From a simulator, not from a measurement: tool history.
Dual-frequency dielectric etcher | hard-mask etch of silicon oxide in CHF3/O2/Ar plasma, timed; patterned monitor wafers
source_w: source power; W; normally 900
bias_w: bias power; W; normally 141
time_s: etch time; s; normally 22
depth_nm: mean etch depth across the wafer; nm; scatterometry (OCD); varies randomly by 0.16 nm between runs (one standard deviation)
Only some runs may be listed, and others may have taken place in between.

| run | day | source_w | bias_w | time_s | read-back reference wafer on the same gauge, depth_nm | depth_nm |
|---|---|---|---|---|---|---|
| 1 | 0 | 900 | 141 | 22 | 44.94 | 50.7 |
| 2 | 0.658 | 900 | 141 | 22 | 44.83 | 50.98 |
| 3 | 0.958 | 820 | 141 | 23.5 | 44.93 | 51.85 |
| 4 | 1.554 | 900 | 141 | 22 | 44.92 | 50.8 |
| 5 | 1.862 | 900 | 141 | 22 | 44.9 | 51.13 |
| 6 | 2.229 | 900 | 141 | 22 | 44.94 | 50.87 |
| 7 | 2.871 | 900 | 141 | 22 | 44.92 | 51.24 |
| 8 | 3.292 | 900 | 141 | 22 | 44.92 | 51.12 |
|  | 3.788 | source power generator calibrated |
|  | 4.754 | upper electrode replaced |
| 9 | 4.775 | 900 | 141 | 22 | 44.84 | 51.39 |
| 10 | 5.3 | 900 | 141 | 22 | 44.91 | 51.3 |
|  | 6.492 | gauge calibrated |
|  | 6.725 | wet clean of the chamber |
| 11 | 6.746 | 690 | 141 | 24.5 | 44.83 | 47.04 |
| 12 | 6.758 | 990 | 141 | 17.5 | 44.87 | 40.66 |
| 13 | 6.771 | 900 | 141 | 18 | 44.9 | 39.86 |
| 14 | 7.262 | 900 | 141 | 22 | 44.92 | 48.74 |
| 15 | 7.638 | 710 | 132 | 26.5 | 44.93 | 50.52 |
| 16 | 8.3 | 900 | 132 | 22 | 44.9 | 47.6 |
|  | 8.779 | bias power generator calibrated |
| 17 | 8.896 | 900 | 117 | 20 | 44.98 | 41.72 |
| 18 | 9.558 | 1060 | 132 | 22 | 44.94 | 51.68 |
| 19 | 10.067 | 900 | 141 | 24.5 | 44.84 | 54.71 |
| 20 | 10.421 | 900 | 141 | 22 | 44.95 | 49.04 |
| 21 | 11.1 | 900 | 164 | 22 | 44.9 | 51.98 |

Difference, measured minus no-hidden-state, one row per run. Run-to-run variation is common to both terms; the gauge's own scatter need not be:
Hidden state at play: etch rate over this chamber's usual, %; source power that arrives over what is set, %; bias power that arrives over what is set, %; gauge reads high (%).
| run | depth_nm |
|---|---|
| 1 | +1.41 |
| 2 | +1.51 |
| 3 | +1.58 |
| 4 | +1.64 |
| 5 | +1.69 |
| 6 | +1.74 |
| 7 | +1.84 |
| 8 | +1.9 |
| 9 | +2.12 |
| 10 | +2.19 |
| 11 | -0.63 |
| 12 | -0.54 |
| 13 | -0.53 |
| 14 | -0.57 |
| 15 | -0.53 |
| 16 | -0.4 |
| 17 | -0.28 |
| 18 | -0.24 |
| 19 | -0.17 |
| 20 | -0.1 |
| 21 | +0 |
